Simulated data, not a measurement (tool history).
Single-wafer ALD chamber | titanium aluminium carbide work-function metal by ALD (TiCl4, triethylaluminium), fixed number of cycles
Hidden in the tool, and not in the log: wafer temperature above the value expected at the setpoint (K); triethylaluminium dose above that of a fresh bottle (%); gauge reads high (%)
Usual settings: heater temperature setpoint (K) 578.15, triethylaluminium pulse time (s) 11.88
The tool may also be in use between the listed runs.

run	hour	heater temperature setpoint (K)	triethylaluminium pulse time (s)	wafers since the last listed run	hours since the last thermocouple change	hours since the last triethylaluminium bottle change	hours since the showerhead was replaced	hours since the gauge calibration	read-back reference wafer on the same gauge, thickness_nm	mean film thickness on the monitor wafer (Å)
1	0.0	578.15	8.40	0	1799.2	503.5	2810.5	102.5	2.233	19.05
2	29.1	578.15	8.40	184	1828.3	532.6	2839.6	131.6	2.235	18.98
3	59.7	578.15	11.88	194	1858.9	563.2	2870.2	162.2	2.229	19.87
4	123.1	578.15	11.88	402	1922.3	626.6	2933.6	225.6	2.227	19.93
5	185.3	578.15	11.88	394	1984.5	688.8	2995.8	287.8	2.229	19.78
6	222.0	578.15	11.88	233	2021.2	725.5	3032.5	324.5	2.234	19.92
7	350.7	578.15	11.88	817	2149.9	854.2	3161.2	453.2	2.229	19.49
8	382.4	578.15	11.88	201	2181.6	885.9	3192.9	484.9	2.231	19.66
9	440.9	586.15	9.50	371	2240.1	944.4	3251.4	543.4	2.233	18.87
10	489.7	570.15	10.63	309	2288.9	993.2	3300.2	592.2	2.233	17.84
# hour 524.0: triethylaluminium bottle replaced
# hour 530.1: thermocouple changed; heater temperature recalibrated
11	611.5	589.15	14.93	683	81.4	87.5	3422.0	714.0	2.227	21.62
12	652.9	566.15	15.49	262	122.8	128.9	3463.4	755.4	2.233	19.54
13	715.7	564.15	8.83	398	185.6	191.7	3526.2	818.2	2.228	18.46
14	755.1	573.15	15.03	250	225.0	231.1	3565.6	857.6	2.229	20.00
15	791.5	591.15	7.42	231	261.4	267.5	3602.0	894.0	2.230	20.37
# hour 828.3: showerhead replaced
# hour 854.1: gauge calibrated
16	1002.5	578.15	10.57	1288	472.4	478.5	174.2	148.4	2.227	19.74
17	1033.3	578.15	11.88	195	503.2	509.3	205.0	179.2	2.232	20.12
18	1073.0	578.15	11.88	252	542.9	549.0	244.7	218.9	2.229	20.26
19	1107.8	586.15	13.22	220	577.7	583.8	279.5	253.7	2.231	21.10

5 ways to go on from here, each from the tool as it stands after run 19. What would each give?
A	1108.2	578.15	11.88	2	578.1	584.2	279.9	254.1	?	?
B	1108.2	583.15	14.73	2	578.1	584.2	279.9	254.1	?	?
C	1108.2	574.15	7.28	2	578.1	584.2	279.9	254.1	?	?
D	1108.2	571.15	16.44	2	578.1	584.2	279.9	254.1	?	?
E	1108.2	578.15	15.75	2	578.1	584.2	279.9	254.1	?	?

run	read-back reference wafer on the same gauge, thickness_nm	mean film thickness on the monitor wafer (Å)
A	2.230	19.99
B	2.230	20.82
C	2.230	17.97
D	2.230	19.73
E	2.230	20.39
Without the tool's hidden state the same runs would have given:
run	mean film thickness on the monitor wafer (Å)
A	20.24
B	20.95
C	18.60
D	19.81
E	20.49

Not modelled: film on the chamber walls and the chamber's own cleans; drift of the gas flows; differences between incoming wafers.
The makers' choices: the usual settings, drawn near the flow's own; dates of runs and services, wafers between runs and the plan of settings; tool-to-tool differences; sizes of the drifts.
